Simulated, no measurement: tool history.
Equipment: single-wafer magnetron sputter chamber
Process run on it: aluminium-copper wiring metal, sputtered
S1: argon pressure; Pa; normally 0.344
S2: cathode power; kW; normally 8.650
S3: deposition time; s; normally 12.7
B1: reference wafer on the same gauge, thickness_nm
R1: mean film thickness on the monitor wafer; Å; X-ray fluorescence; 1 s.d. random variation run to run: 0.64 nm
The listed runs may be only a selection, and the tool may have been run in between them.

run,hour,S1,S2,S3,B1,R1
1,0.0,0.344,8.650,12.7,178.066,1863.92
2,18.3,0.344,8.650,12.7,177.837,1867.17
3,51.9,0.344,8.650,12.7,177.848,1855.80
4,77.2,0.344,8.650,12.7,177.973,1861.53
5,101.3,0.344,8.650,12.7,177.910,1871.03
6,126.8,0.344,8.650,12.7,178.039,1867.38
7,160.0,0.344,8.650,12.7,177.935,1862.25
8,194.3,0.344,8.650,12.7,177.906,1861.41
# hour 212.0: sputter target and shields replaced
9,212.5,0.344,8.650,12.7,178.035,1865.35
10,234.2,0.344,8.650,12.7,177.814,1858.94
# hour 238.8: gauge calibrated
11,253.3,0.344,8.650,12.7,177.705,1864.92
12,274.3,0.421,7.100,11.9,177.815,1399.67
13,370.9,0.344,8.650,12.7,178.024,1865.49
14,386.4,0.344,8.650,11.9,178.059,1760.44
# hour 479.7: capacitance manometer re-zeroed and calibrated
# hour 489.6: sputter target and shields replaced
15,490.1,0.407,7.100,13.8,177.800,1582.86
16,514.3,0.259,8.000,14.4,177.869,1991.83
17,539.9,0.344,8.650,12.7,178.217,1824.62
# hour 589.2: magnet pack replaced
18,610.1,0.344,8.650,12.7,177.897,1839.97
19,694.8,0.408,9.300,14.3,177.854,2174.04
20,726.7,0.430,8.650,14.2,177.997,1985.39
21,741.0,0.344,8.650,12.7,177.918,1838.64
22,765.1,0.344,9.250,11.0,177.944,1719.25

Selected run-to-run steps in R1, each split into two signed amounts: the part the tool would show with no hidden state at all (from settings, incoming material and random variation), and the remainder, which goes to the hidden state together with any gauge scatter not common to the measured and the hidden-state-free results:
What the log doesn't record here: deposition rate above that of a new target (%); true argon pressure above the setpoint (%); gauge reads high (%).
Run 11 -> 12: S1 0.344 -> 0.421, S2 8.650 -> 7.100, S3 12.7 -> 11.9. R1 -465.25 Å: hidden state -4.79, all else -460.46.
Run 12 -> 13: S1 0.421 -> 0.344, S2 7.100 -> 8.650, S3 11.9 -> 12.7. R1 +465.82 Å: hidden state +5.88, all else +459.94.
Run 14 -> 15: S1 0.344 -> 0.407, S2 8.650 -> 7.100, S3 11.9 -> 13.8, capacitance manometer re-zeroed and calibrated, sputter target and shields replaced. R1 -177.58 Å: hidden state -38.54, all else -139.04.
Run 18 -> 19: S1 0.344 -> 0.408, S2 8.650 -> 9.300, S3 12.7 -> 14.3. R1 +334.07 Å: hidden state +13.24, all else +320.83.
